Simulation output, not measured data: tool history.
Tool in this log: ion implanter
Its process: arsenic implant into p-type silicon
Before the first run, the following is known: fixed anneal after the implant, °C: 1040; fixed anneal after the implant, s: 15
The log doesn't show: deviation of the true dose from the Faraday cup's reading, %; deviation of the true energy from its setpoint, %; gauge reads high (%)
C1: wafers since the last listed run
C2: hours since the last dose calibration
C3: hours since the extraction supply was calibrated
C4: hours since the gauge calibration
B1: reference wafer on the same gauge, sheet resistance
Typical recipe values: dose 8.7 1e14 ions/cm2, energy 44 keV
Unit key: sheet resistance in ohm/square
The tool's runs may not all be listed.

{"run": 1, "hour": 0.0, "dose": 8.09, "energy": 44, "C1": 0, "C2": 1031, "C3": 6961.9, "C4": 562.3, "B1": 120.02, "sheet resistance": 134.88}
{"hour": 7.2, "done": "gauge calibrated"}
{"run": 2, "hour": 26.5, "dose": 6.76, "energy": 49.5, "C1": 324, "C2": 1057.5, "C3": 6988.4, "C4": 19.3, "B1": 120.01, "sheet resistance": 152.2}
{"run": 3, "hour": 39.4, "dose": 8.7, "energy": 44, "C1": 158, "C2": 1070.4, "C3": 7001.3, "C4": 32.2, "B1": 120.07, "sheet resistance": 127.41}
{"run": 4, "hour": 68.9, "dose": 8.7, "energy": 44, "C1": 361, "C2": 1099.9, "C3": 7030.8, "C4": 61.7, "B1": 120.01, "sheet resistance": 128.03}
{"run": 5, "hour": 101.3, "dose": 8.7, "energy": 44, "C1": 397, "C2": 1132.3, "C3": 7063.2, "C4": 94.1, "B1": 120.01, "sheet resistance": 128.18}
{"run": 6, "hour": 142.6, "dose": 8.7, "energy": 44, "C1": 506, "C2": 1173.6, "C3": 7104.5, "C4": 135.4, "B1": 119.99, "sheet resistance": 127.19}
{"run": 7, "hour": 159.6, "dose": 8.7, "energy": 34.5, "C1": 208, "C2": 1190.6, "C3": 7121.5, "C4": 152.4, "B1": 119.98, "sheet resistance": 132.93}
{"run": 8, "hour": 190.7, "dose": 8.7, "energy": 34.5, "C1": 381, "C2": 1221.7, "C3": 7152.6, "C4": 183.5, "B1": 120, "sheet resistance": 133.36}
{"run": 9, "hour": 205.4, "dose": 8.7, "energy": 44, "C1": 180, "C2": 1236.4, "C3": 7167.3, "C4": 198.2, "B1": 120.08, "sheet resistance": 128.07}
{"hour": 235.0, "done": "extraction supply calibrated"}
{"hour": 240.4, "done": "Faraday cup replaced and dose calibrated"}
{"run": 10, "hour": 240.9, "dose": 8.7, "energy": 44, "C1": 271, "C2": 0.5, "C3": 5.9, "C4": 233.7, "B1": 119.97, "sheet resistance": 123.41}
{"run": 11, "hour": 246.3, "dose": 8.7, "energy": 44, "C1": 66, "C2": 5.9, "C3": 11.3, "C4": 239.1, "B1": 120.1, "sheet resistance": 124.39}
{"run": 12, "hour": 350.1, "dose": 8.7, "energy": 44, "C1": 1272, "C2": 109.7, "C3": 115.1, "C4": 342.9, "B1": 120.04, "sheet resistance": 124.81}
{"run": 13, "hour": 367.3, "dose": 8.7, "energy": 35.5, "C1": 210, "C2": 126.9, "C3": 132.3, "C4": 360.1, "B1": 119.96, "sheet resistance": 128.47}
{"run": 14, "hour": 385.8, "dose": 7.91, "energy": 59, "C1": 226, "C2": 145.4, "C3": 150.8, "C4": 378.6, "B1": 120.01, "sheet resistance": 129.07}
{"run": 15, "hour": 402.0, "dose": 9.48, "energy": 31.5, "C1": 198, "C2": 161.6, "C3": 167, "C4": 394.8, "B1": 120.04, "sheet resistance": 124.44}
{"run": 16, "hour": 415.8, "dose": 6.76, "energy": 49.5, "C1": 169, "C2": 175.4, "C3": 180.8, "C4": 408.6, "B1": 119.96, "sheet resistance": 147.95}
{"run": 17, "hour": 441.0, "dose": 6.43, "energy": 44, "C1": 309, "C2": 200.6, "C3": 206, "C4": 433.8, "B1": 119.97, "sheet resistance": 156.86}
{"run": 18, "hour": 453.7, "dose": 8.7, "energy": 35.5, "C1": 155, "C2": 213.3, "C3": 218.7, "C4": 446.5, "B1": 120.05, "sheet resistance": 129.6}
{"run": 19, "hour": 482.6, "dose": 7.88, "energy": 29.5, "C1": 354, "C2": 242.2, "C3": 247.6, "C4": 475.4, "B1": 119.94, "sheet resistance": 143.45}
{"hour": 526.7, "done": "gauge calibrated"}
{"run": 20, "hour": 547.0, "dose": 6.85, "energy": 57, "C1": 789, "C2": 306.6, "C3": 312, "C4": 20.3, "B1": 120.06, "sheet resistance": 145.19}
{"run": 21, "hour": 570.2, "dose": 8.7, "energy": 44, "C1": 284, "C2": 329.8, "C3": 335.2, "C4": 43.5, "B1": 120.05, "sheet resistance": 126.1}
{"run": 22, "hour": 599.0, "dose": 11.31, "energy": 53, "C1": 353, "C2": 358.6, "C3": 364, "C4": 72.3, "B1": 119.96, "sheet resistance": 101.84}
{"run": 23, "hour": 632.6, "dose": 10.63, "energy": 53, "C1": 412, "C2": 392.2, "C3": 397.6, "C4": 105.9, "B1": 120.09, "sheet resistance": 106.18}
{"run": 24, "hour": 644.7, "dose": 8.7, "energy": 44, "C1": 148, "C2": 404.3, "C3": 409.7, "C4": 118, "B1": 120.06, "sheet resistance": 126.66}
{"run": 25, "hour": 665.9, "dose": 10.18, "energy": 28.5, "C1": 259, "C2": 425.5, "C3": 430.9, "C4": 139.2, "B1": 119.93, "sheet resistance": 122.06}

Here are 4 independent what-if runs from the current tool condition. What would each one return?
{"run": "A", "hour": 666.3, "dose": 8.7, "energy": 36, "C1": 4, "C2": 425.9, "C3": 431.3, "C4": 139.6, "B1": "?", "sheet resistance": "?"}
{"run": "B", "hour": 666.3, "dose": 9.45, "energy": 58.5, "C1": 4, "C2": 425.9, "C3": 431.3, "C4": 139.6, "B1": "?", "sheet resistance": "?"}
{"run": "C", "hour": 666.3, "dose": 9.39, "energy": 48, "C1": 4, "C2": 425.9, "C3": 431.3, "C4": 139.6, "B1": "?", "sheet resistance": "?"}
{"run": "D", "hour": 666.3, "dose": 7.98, "energy": 49.5, "C1": 4, "C2": 425.9, "C3": 431.3, "C4": 139.6, "B1": "?", "sheet resistance": "?"}

run=A B1=120.06 sheet_resistance=130.06
run=B B1=120.06 sheet_resistance=113.74
run=C B1=120.06 sheet_resistance=117.61
run=D B1=120.06 sheet_resistance=131.84
What these runs would have given with no unlogged condition in the tool:
run=A sheet_resistance=127.25
run=B sheet_resistance=111.19
run=C sheet_resistance=115.04
run=D sheet_resistance=128.85
